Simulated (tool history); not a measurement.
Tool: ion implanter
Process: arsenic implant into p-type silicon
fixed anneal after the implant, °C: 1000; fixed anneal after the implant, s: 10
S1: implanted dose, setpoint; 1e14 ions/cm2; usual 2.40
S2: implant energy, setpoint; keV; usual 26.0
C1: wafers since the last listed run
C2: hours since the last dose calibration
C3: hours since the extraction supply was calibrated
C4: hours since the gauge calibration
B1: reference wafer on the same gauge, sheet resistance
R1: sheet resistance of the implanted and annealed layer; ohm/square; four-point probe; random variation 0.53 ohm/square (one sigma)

| run | hour | S1 | S2 | C1 | C2 | C3 | C4 | B1 | R1 |
|---|---|---|---|---|---|---|---|---|---|
| 1 | 0.0 | 2.40 | 26.0 | 0 | 1708.7 | 5354.2 | 206.1 | 351.09 | 346.53 |
| 2 | 57.9 | 2.40 | 26.0 | 1395 | 1766.6 | 5412.1 | 264.0 | 351.04 | 347.00 |
| 3 | 112.0 | 2.40 | 26.0 | 1303 | 1820.7 | 5466.2 | 318.1 | 351.12 | 345.57 |
| 4 | 143.2 | 2.40 | 26.0 | 751 | 1851.9 | 5497.4 | 349.3 | 350.92 | 346.22 |
| 5 | 183.2 | 2.40 | 26.0 | 963 | 1891.9 | 5537.4 | 389.3 | 350.89 | 346.22 |
| 6 | 214.8 | 2.40 | 26.0 | 761 | 1923.5 | 5569.0 | 420.9 | 351.07 | 346.04 |
|  | 247.5 | gauge calibrated |
|  | 249.1 | Faraday cup replaced and dose calibrated |
| 7 | 249.6 | 2.40 | 26.0 | 645 | 0.5 | 5603.8 | 2.1 | 350.99 | 352.18 |
| 8 | 297.8 | 2.40 | 26.0 | 1161 | 48.7 | 5652.0 | 50.3 | 351.02 | 352.06 |
| 9 | 361.7 | 2.40 | 26.0 | 1539 | 112.6 | 5715.9 | 114.2 | 351.02 | 353.21 |
| 10 | 425.4 | 2.40 | 26.0 | 1535 | 176.3 | 5779.6 | 177.9 | 351.09 | 351.94 |
| 11 | 462.8 | 2.40 | 22.0 | 901 | 213.7 | 5817.0 | 215.3 | 351.12 | 359.65 |
| 12 | 505.2 | 2.10 | 33.0 | 1021 | 256.1 | 5859.4 | 257.7 | 351.01 | 372.54 |
| 13 | 539.3 | 2.81 | 19.0 | 821 | 290.2 | 5893.5 | 291.8 | 350.97 | 326.41 |
| 14 | 574.3 | 2.96 | 30.0 | 843 | 325.2 | 5928.5 | 326.8 | 351.01 | 294.37 |
|  | 593.0 | extraction supply calibrated |
| 15 | 621.4 | 2.03 | 23.5 | 942 | 372.3 | 28.4 | 373.9 | 351.06 | 403.10 |
| 16 | 672.9 | 2.40 | 26.0 | 1241 | 423.8 | 79.9 | 425.4 | 350.97 | 351.21 |
|  | 709.2 | gauge calibrated |
| 17 | 718.3 | 2.74 | 17.0 | 1094 | 469.2 | 125.3 | 9.1 | 350.99 | 338.11 |
| 18 | 780.9 | 1.94 | 28.5 | 1508 | 531.8 | 187.9 | 71.7 | 350.95 | 403.53 |

4 ways to go on from here, each from the tool as it stands after run 18. What would each give?
| A | 781.3 | 2.40 | 17.5 | 9 | 532.2 | 188.3 | 72.1 | ? | ? |
| B | 781.3 | 2.79 | 26.0 | 9 | 532.2 | 188.3 | 72.1 | ? | ? |
| C | 781.3 | 3.01 | 35.0 | 9 | 532.2 | 188.3 | 72.1 | ? | ? |
| D | 781.3 | 2.86 | 19.0 | 9 | 532.2 | 188.3 | 72.1 | ? | ? |

| run | B1 | R1 |
|---|---|---|
| A | 350.94 | 370.55 |
| B | 350.94 | 313.63 |
| C | 350.94 | 283.97 |
| D | 350.94 | 321.56 |
Without the tool's hidden state the same runs would have given:
| run | R1 |
|---|---|
| A | 373.08 |
| B | 315.75 |
| C | 285.88 |
| D | 323.76 |

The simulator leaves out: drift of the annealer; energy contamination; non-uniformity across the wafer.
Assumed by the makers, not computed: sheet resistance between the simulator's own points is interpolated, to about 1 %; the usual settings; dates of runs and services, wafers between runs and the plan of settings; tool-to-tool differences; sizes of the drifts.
